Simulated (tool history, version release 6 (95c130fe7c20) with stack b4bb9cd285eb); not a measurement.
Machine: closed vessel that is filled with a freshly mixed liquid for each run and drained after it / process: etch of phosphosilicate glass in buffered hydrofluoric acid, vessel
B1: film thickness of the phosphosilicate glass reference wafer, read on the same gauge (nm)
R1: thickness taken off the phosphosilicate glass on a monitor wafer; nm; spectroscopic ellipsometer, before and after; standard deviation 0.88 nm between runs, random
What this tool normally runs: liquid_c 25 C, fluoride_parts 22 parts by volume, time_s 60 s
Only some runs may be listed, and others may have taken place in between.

Run 1, hour 0: usual settings but time_s 80 s; B1 100. Result: R1 169.63 nm.
Run 2, hour 56.6: usual settings but time_s 80 s; B1 99.99. Result: R1 168.27 nm.
Run 3, hour 127.5: usual settings but time_s 75 s; B1 100.01. Result: R1 155.77 nm.
Run 4, hour 170.2: usual settings but time_s 75 s; B1 100.01. Result: R1 157.23 nm.
Run 5, hour 217: usual settings; B1 100. Result: R1 124.59 nm.
Run 6, hour 288.2: usual settings; B1 99.99. Result: R1 123.37 nm.
Run 7, hour 357: usual settings but time_s 55 s; B1 99.98. Result: R1 114.36 nm.
Run 8, hour 399.3: usual settings but time_s 55 s; B1 100. Result: R1 113.64 nm.
Run 9, hour 470.8: usual settings but time_s 55 s; B1 100. Result: R1 112.96 nm.
Run 10, hour 542.5: usual settings but fluoride_parts 19 parts by volume; B1 100. Result: R1 136.43 nm.
At hour 556.8: thermometer replaced.
Run 11, hour 585.7: usual settings but fluoride_parts 19 parts by volume; B1 100. Result: R1 161.64 nm.
Run 12, hour 609.9: usual settings but fluoride_parts 19 parts by volume; B1 100.01. Result: R1 161.91 nm.
Run 13, hour 661.5: usual settings; B1 100.01. Result: R1 144.63 nm.
At hour 672: hydrofluoric acid flow meter replaced.
Run 14, hour 713.5: usual settings; B1 100. Result: R1 143.62 nm.
Run 15, hour 908.4: usual settings but liquid_c 23 C, fluoride_parts 29 parts by volume, time_s 45 s; B1 100. Result: R1 78.59 nm.
Run 16, hour 934.3: usual settings; B1 100.01. Result: R1 141.75 nm.
Run 17, hour 985.5: usual settings; B1 100.03. Result: R1 143.28 nm.
At hour 990.3: gauge calibrated.
Run 18, hour 1015.3: usual settings but liquid_c 28 C, fluoride_parts 30 parts by volume, time_s 40 s; B1 99.98. Result: R1 89.51 nm.
Run 19, hour 1048.5: usual settings but liquid_c 23 C, time_s 50 s; B1 100.01. Result: R1 106.85 nm.
Run 20, hour 1097.7: usual settings but liquid_c 22 C, fluoride_parts 25 parts by volume; B1 100. Result: R1 108.57 nm.
Run 21, hour 1162.8: usual settings but liquid_c 29 C, time_s 75 s; B1 99.99. Result: R1 217.9 nm.
Run 22, hour 1226.3: usual settings but liquid_c 30 C, fluoride_parts 14 parts by volume, time_s 95 s; B1 100.02. Result: R1 441.58 nm.
Run 23, hour 1294.9: usual settings; B1 100.01. Result: R1 139.46 nm.
Run 24, hour 1366.3: usual settings but fluoride_parts 18.5 parts by volume, time_s 35 s; B1 99.99. Result: R1 94.78 nm.
Run 25, hour 1405.7: usual settings; B1 100. Result: R1 138.14 nm.
Run 26, hour 1439.7: usual settings but liquid_c 26.5 C, fluoride_parts 26 parts by volume; B1 99.98. Result: R1 134.31 nm.
Run 27, hour 1498: usual settings but liquid_c 27 C, fluoride_parts 16.5 parts by volume, time_s 30 s; B1 100. Result: R1 99.65 nm.

Below are 3 alternative next runs, each starting from the tool's condition after run 27. Predict each:
Run A, hour 1498.7: usual settings but fluoride_parts 24.5 parts by volume; B1 ?. Result: R1 ?.
Run B, hour 1498.7: usual settings but liquid_c 27 C, fluoride_parts 15.5 parts by volume; B1 ?. Result: R1 ?.
Run C, hour 1498.7: usual settings but fluoride_parts 30 parts by volume; B1 ?. Result: R1 ?.

run      B1      R1
  A  100.01  127.48
  B  100.01  210.07
  C  100.01  110.89
Had the tool no hidden state, the same runs would have come out as:
run      R1
  A  135.47
  B  222.99
  C  117.86
